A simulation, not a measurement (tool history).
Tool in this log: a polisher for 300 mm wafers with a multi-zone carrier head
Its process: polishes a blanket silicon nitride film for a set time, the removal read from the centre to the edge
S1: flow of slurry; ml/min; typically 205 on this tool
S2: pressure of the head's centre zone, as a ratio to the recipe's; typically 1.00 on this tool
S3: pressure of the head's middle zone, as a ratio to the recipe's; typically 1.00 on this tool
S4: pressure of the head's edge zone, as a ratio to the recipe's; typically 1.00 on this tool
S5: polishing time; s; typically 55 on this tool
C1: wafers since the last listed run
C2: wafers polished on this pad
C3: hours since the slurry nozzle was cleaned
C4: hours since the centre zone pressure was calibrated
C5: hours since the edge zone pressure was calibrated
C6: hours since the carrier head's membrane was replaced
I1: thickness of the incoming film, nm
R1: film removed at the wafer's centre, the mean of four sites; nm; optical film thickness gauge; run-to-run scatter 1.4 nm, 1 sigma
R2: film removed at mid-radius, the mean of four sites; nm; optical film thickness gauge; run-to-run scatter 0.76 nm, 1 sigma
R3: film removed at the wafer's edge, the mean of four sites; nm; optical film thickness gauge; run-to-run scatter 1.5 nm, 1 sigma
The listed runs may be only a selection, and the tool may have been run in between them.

run	hour	S1	S2	S3	S4	S5	C1	C2	C3	C4	C5	C6	I1	R1	R2	R3
1	0.0	205	1.00	1.00	0.91	49	0	673	437.6	101.9	819.5	1442.2	936.0	78.5	79.1	78.2
# hour 12.7: worn pad replaced by a new one, repeated, since the last time left the tool worse
2	15.7	205	1.00	1.00	1.00	55	146	37	453.3	117.6	835.2	1457.9	943.8	97.7	100.4	101.6
# hour 33.0: carrier head's membrane replaced by a new one
3	33.5	245	1.00	1.00	1.00	55	160	198	471.1	135.4	853.0	0.5	938.0	100.7	103.6	104.9
4	49.9	245	1.00	1.00	1.00	55	205	403	487.5	151.8	869.4	16.9	933.2	102.6	102.5	104.3
5	63.0	165	1.00	1.00	1.00	55	164	567	500.6	164.9	882.5	30.0	940.0	91.0	95.9	97.9
6	72.0	205	0.96	1.00	1.00	55	112	680	509.6	173.9	891.5	39.0	949.4	91.6	99.1	100.4
7	88.3	205	1.00	1.03	1.11	55	204	885	525.9	190.2	907.8	55.3	926.2	94.2	98.6	103.2
# hour 106.3: worn pad replaced by a new one
8	131.1	205	0.94	1.00	1.00	55	486	310	568.7	233.0	950.6	98.1	946.6	94.8	103.5	103.9
9	145.4	245	1.12	1.03	1.00	72	179	489	583.0	247.3	964.9	112.4	945.0	152.3	140.2	137.9
10	156.4	205	1.00	1.00	1.00	55	137	627	594.0	258.3	975.9	123.4	934.4	98.2	100.1	102.2
11	173.0	205	0.90	1.04	1.00	55	208	835	610.6	274.9	992.5	140.0	941.0	85.9	100.6	100.3
# hour 186.5: centre zone pressure recalibrated
12	188.3	205	1.00	0.89	1.00	55	166	1002	625.9	1.8	1007.8	155.3	940.6	93.9	87.3	95.3
# hour 192.9: worn pad replaced by a new one
# hour 199.9: edge zone pressure recalibrated
13	202.9	205	1.00	1.00	1.00	55	107	100	640.5	16.4	3.0	169.9	945.6	99.5	101.5	104.4
14	209.7	205	1.00	1.00	1.00	55	85	185	647.3	23.2	9.8	176.7	938.4	99.0	103.4	105.6
15	219.0	205	1.00	1.00	1.00	55	116	302	656.6	32.5	19.1	186.0	944.2	98.9	102.7	102.9
# hour 221.0: slurry nozzle cleaned
16	226.5	160	0.92	1.00	1.05	55	81	383	5.5	40.0	26.6	193.5	943.5	89.5	97.6	105.0
17	241.0	205	0.97	0.91	1.00	68	181	565	20.0	54.5	41.1	208.0	945.6	121.2	113.3	128.9
18	251.0	205	1.00	1.00	1.11	72	125	690	30.0	64.5	51.1	218.0	956.7	124.8	130.4	140.1
19	268.9	160	0.94	1.09	1.00	55	224	915	47.9	82.4	69.0	235.9	944.9	84.4	101.1	95.7
# hour 295.8: worn pad replaced by a new one
20	296.3	205	1.10	1.00	1.00	55	293	5	75.3	109.8	96.4	263.3	947.2	109.3	103.5	105.0
21	301.6	220	1.00	1.00	1.00	55	66	72	80.6	115.1	101.7	268.6	945.1	99.5	104.1	102.9
22	308.9	205	1.00	1.00	1.00	55	91	163	87.9	122.4	109.0	275.9	935.2	100.1	103.0	102.6
23	323.3	205	1.00	1.00	1.00	55	180	344	102.3	136.8	123.4	290.3	939.5	101.4	103.1	102.2

Below are 3 alternative next runs, each starting from the tool's condition after run 23. Predict each:
A	323.7	205	1.00	1.00	1.00	55	5	349	102.7	137.2	123.8	290.7	932.7	?	?	?
B	323.7	235	1.00	1.12	0.96	65	5	349	102.7	137.2	123.8	290.7	932.7	?	?	?
C	323.7	205	1.00	1.00	0.96	55	5	349	102.7	137.2	123.8	290.7	932.7	?	?	?

run	R1	R2	R3
A	101.5	102.2	103.9
B	122.6	135.6	121.9
C	101.5	102.2	101.9
What these runs would have given with no unlogged condition in the tool:
run	R1	R2	R3
A	102.4	103.1	104.8
B	123.8	136.9	123.1
C	102.4	103.1	102.8
